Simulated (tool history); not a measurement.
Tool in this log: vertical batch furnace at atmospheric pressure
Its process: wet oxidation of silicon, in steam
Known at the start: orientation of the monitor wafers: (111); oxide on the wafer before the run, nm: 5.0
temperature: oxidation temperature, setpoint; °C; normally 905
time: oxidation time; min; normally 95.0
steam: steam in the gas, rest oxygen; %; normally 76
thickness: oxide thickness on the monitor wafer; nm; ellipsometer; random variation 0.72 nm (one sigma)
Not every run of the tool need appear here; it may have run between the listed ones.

run    hour  temperature   time  steam  wafers since the last listed run  hours since the last temperature calibration  hours since the steam generator was serviced  hours since the gauge calibration  read-back reference wafer on the same gauge, thickness  thickness
  1     0.0          905   95.0     76                                 0                                        1308.9                                        1578.8                              682.7                                                  250.10     271.02
  2    70.0          905   95.0     76                               617                                        1378.9                                        1648.8                              752.7                                                  249.81     270.83
  3   112.0          887   95.0     85                               370                                        1420.9                                        1690.8                              794.7                                                  249.97     242.12
  4   212.1          887   95.0     85                               882                                        1521.0                                        1790.9                              894.8                                                  250.17     244.15
  5   252.7          887   95.0     85                               358                                        1561.6                                        1831.5                              935.4                                                  249.97     244.82
  6   307.1          905   95.0     76                               479                                        1616.0                                        1885.9                              989.8                                                  249.83     271.89
  7   353.2          905   95.0     76                               406                                        1662.1                                        1932.0                             1035.9                                                  250.00     273.36
  8   399.6          886   95.0     76                               409                                        1708.5                                        1978.4                             1082.3                                                  250.04     223.83
  9   440.8          905   95.0     71                               363                                        1749.7                                        2019.6                             1123.5                                                  249.93     260.05
      522.4  -- thermocouples replaced and temperature profile calibrated
 10   522.9          905   95.0     71                               512                                           0.5                                        2101.7                             1205.6                                                  249.91     251.56
 11   560.1          905   95.0     76                               328                                          37.7                                        2138.9                             1242.8                                                  249.91     267.11
      580.1  -- gauge calibrated
 12   625.6          905   95.0     76                               577                                         103.2                                        2204.4                               45.5                                                  249.89     265.01
 13   653.6          882   95.0     71                               246                                         131.2                                        2232.4                               73.5                                                  249.98     192.41
 14   683.7          905   95.0     76                               265                                         161.3                                        2262.5                              103.6                                                  250.12     264.72
 15   745.8          905  138.5     76                               547                                         223.4                                        2324.6                              165.7                                                  249.91     353.61
 16   786.1          887   95.0     66                               355                                         263.7                                        2364.9                              206.0                                                  250.13     193.51
      832.2  -- steam generator serviced
 17   852.4          916  116.5     76                               373                                         330.0                                          20.2                              272.3                                                  249.80     350.85
 18   887.1          881  127.5     87                               306                                         364.7                                          54.9                              307.0                                                  250.10     291.17
 19  1017.3          913   65.5     86                              1148                                         494.9                                         185.1                              437.2                                                  250.15     243.50
 20  1056.7          885  120.0     76                               347                                         534.3                                         224.5                              476.6                                                  250.09     260.96
 21  1105.8          905   95.0     76                               433                                         583.4                                         273.6                              525.7                                                  250.11     272.43
 22  1167.2          914  111.0     76                               541                                         644.8                                         335.0                              587.1                                                  249.92     329.06
 23  1226.9          880   79.5     72                               526                                         704.5                                         394.7                              646.8                                                  250.10     167.38
 24  1280.8          894  121.5     65                               475                                         758.4                                         448.6                              700.7                                                  250.19     258.77
 25  1346.3          905   51.5     76                               577                                         823.9                                         514.1                              766.2                                                  249.99     167.92

Each row is a separate what-if for the run after 25, all from the same tool condition, not one after another. Results?
  A  1352.3          905   95.0     76                                52                                         829.9                                         520.1                              772.2                                                       ?          ?
  B  1352.3          892  109.5     72                                52                                         829.9                                         520.1                              772.2                                                       ?          ?
  C  1352.3          919  139.0     68                                52                                         829.9                                         520.1                              772.2                                                       ?          ?
  D  1352.3          919   95.0     76                                52                                         829.9                                         520.1                              772.2                                                       ?          ?
  E  1352.3          926   95.0     76                                52                                         829.9                                         520.1                              772.2                                                       ?          ?

run  read-back reference wafer on the same gauge, thickness  thickness
  A                                                  249.81     270.40
  B                                                  249.81     251.46
  C                                                  249.81     372.37
  D                                                  249.81     306.96
  E                                                  249.81     324.87
Without the tool's unlogged condition, the same runs would have read:
run  thickness
  A     271.63
  B     252.27
  C     374.66
  D     308.80
  E     326.92
